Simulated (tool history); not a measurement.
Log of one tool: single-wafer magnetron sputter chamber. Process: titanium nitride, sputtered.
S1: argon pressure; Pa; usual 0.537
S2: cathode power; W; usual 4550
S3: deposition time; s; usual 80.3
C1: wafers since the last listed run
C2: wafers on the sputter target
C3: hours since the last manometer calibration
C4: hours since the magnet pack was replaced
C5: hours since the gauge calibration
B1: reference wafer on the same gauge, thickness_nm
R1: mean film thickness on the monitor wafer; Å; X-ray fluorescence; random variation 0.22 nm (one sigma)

run   hour     S1    S2    S3   C1    C2      C3      C4     C5      B1      R1
  1      0  0.537  5200  80.3    0  1302  1891.6  8777.8  506.9   70.81  701.46
  2   29.8  0.537  5200  80.3  301  1604  1921.4  8807.6  536.7  70.783  701.88
  3     73  0.537  4550  89.4  436  2040  1964.6  8850.8  579.9  70.814  710.19
  4    138  0.537  4550  91.9  656  2697  2029.6  8915.8  644.9  70.786  732.62
  5  167.9  0.537  4550  80.3  302  2999  2059.5  8945.7  674.8  70.782  645.22
  6  219.9  0.537  4550  80.3  525  3525  2111.5  8997.7  726.8  70.827   648.1
  7  255.8   0.63  5400  80.3  362  3888  2147.4  9033.6  762.7   70.74  690.88
  8  284.5   0.63  5400  80.3  290  4178  2176.1  9062.3  791.4  70.772  691.14
     287.8  -- gauge calibrated
     301.6  -- magnet pack replaced
  9  350.1  0.537  4550  69.9  582  4760  2241.7    48.5   62.3   70.81  563.83
 10    414  0.417  4550  80.3  645  5406  2305.6   112.4  126.2  70.875  674.08
     429.6  -- capacitance manometer re-zeroed and calibrated
 11  459.6  0.537  4550  80.3  380  5786      30     158  171.8  70.812  600.64
     470.1  -- sputter target and shields replaced
 12  499.3  0.537  4550  80.3  320   294    69.7   197.7  211.5  70.789  602.08
 13  540.3  0.458  5150    86  414   709   110.7   238.7  252.5  70.857  729.73
     567.3  -- capacitance manometer re-zeroed and calibrated, repeated, since the last time left the tool worse
 14  610.9  0.537  4550  80.3  632  1341    43.6   309.3  323.1  70.817  630.88
 15  657.9  0.688  5050  64.3  475  1816    90.6   356.3  370.1  70.805  505.33
 16  696.5  0.537  4550  90.2  390  2207   129.2   394.9  408.7  70.799  710.79
 17  742.8  0.719  4550  80.3  467  2675   175.5   441.2    455  70.801  588.74
 18  773.7  0.537  4550  80.3  312  2987   206.4   472.1  485.9  70.804  638.22
 19    803  0.537  4550  93.4  296  3283   235.7   501.4  515.2  70.848  737.66

What the log doesn't show, run by run:
deposition rate above that of a new target (%): 0 in every run
gauge reads high (%): 0 in every run
H1: true argon pressure above the setpoint (%)
run     H1
  1  -9.25
  2  -9.38
  3  -9.57
  4  -9.84
  5  -9.97
  6  -10.2
  7  -10.3
  8  -10.5
  9  -10.8
 10    -11
 11   19.4
 12   19.2
 13     19
 14   -1.7
 15   -1.9
 16  -2.07
 17  -2.27
 18   -2.4
 19  -2.53

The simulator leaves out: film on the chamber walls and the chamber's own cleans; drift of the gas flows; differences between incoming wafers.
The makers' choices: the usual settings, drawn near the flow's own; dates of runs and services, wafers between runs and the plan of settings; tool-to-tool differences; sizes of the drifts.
